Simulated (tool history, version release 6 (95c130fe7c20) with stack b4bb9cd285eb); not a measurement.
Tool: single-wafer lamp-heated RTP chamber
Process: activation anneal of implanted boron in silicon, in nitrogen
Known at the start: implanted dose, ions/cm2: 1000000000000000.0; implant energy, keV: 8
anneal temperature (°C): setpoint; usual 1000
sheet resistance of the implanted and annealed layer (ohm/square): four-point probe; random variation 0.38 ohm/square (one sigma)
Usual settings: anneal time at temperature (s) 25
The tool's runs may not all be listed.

run	day	anneal temperature (°C)	anneal time at temperature (s)	wafers since the last listed run	wafers since the last pyrometer calibration	wafers since the reflector plate was cleaned	hours since the gauge calibration	read-back reference wafer on the same gauge, sheet resistance	sheet resistance of the implanted and annealed layer (ohm/square)
1	0.000	1000	25	0	906	6557	438.9	126.96	141.86
2	1.142	1000	25	533	1439	7091	466.3	127.01	142.07
3	2.142	1000	25	467	1906	7558	490.3	126.96	141.26
4	5.579	1000	25	1605	3512	9164	572.8	126.89	141.42
5	6.600	1000	25	476	3989	9641	597.3	126.96	140.58
6	7.375	1000	25	362	4351	10003	615.9	127.04	141.38
7	8.312	1020	25	437	4789	10441	638.4	127.03	133.73
8	9.571	1000	25	587	5377	11029	668.6	127.01	140.33
9	10.192	1000	25	290	5667	11319	683.5	126.94	140.60
10	11.521	1000	25	620	6288	11940	715.4	127.01	140.63
11	12.154	1000	25	295	6584	12236	730.6	126.99	139.79
12	13.092	991	16	437	7022	12674	753.1	126.91	145.69
# day 13.650: pyrometer window cleaned and pyrometer calibrated
# day 14.133: reflector plate cleaned
13	14.154	1000	25	184	80	8	778.6	126.98	143.69
# day 14.646: gauge calibrated
14	15.321	1030	36	545	625	553	16.2	126.96	131.30
15	15.917	1000	25	278	903	832	30.5	127.03	143.31
16	17.029	1000	25	519	1423	1352	57.2	126.94	142.64
17	18.525	972	19	698	2122	2050	93.1	127.06	160.51
18	19.108	991	13	272	2395	2323	107.1	127.05	150.70
19	19.854	1022	25	348	2743	2671	125.0	127.11	135.26
20	21.229	990	17	642	3385	3314	158.0	126.99	148.21

The next listed run, before its measurement:
21	22.529	1018	21	607	3993	3921	189.2	?	?

read-back reference wafer on the same gauge, sheet resistance: 127.01
sheet resistance of the implanted and annealed layer (ohm/square): 137.01
Without the tool's hidden state the same run would have given sheet resistance of the implanted and annealed layer (ohm/square) 140.00.

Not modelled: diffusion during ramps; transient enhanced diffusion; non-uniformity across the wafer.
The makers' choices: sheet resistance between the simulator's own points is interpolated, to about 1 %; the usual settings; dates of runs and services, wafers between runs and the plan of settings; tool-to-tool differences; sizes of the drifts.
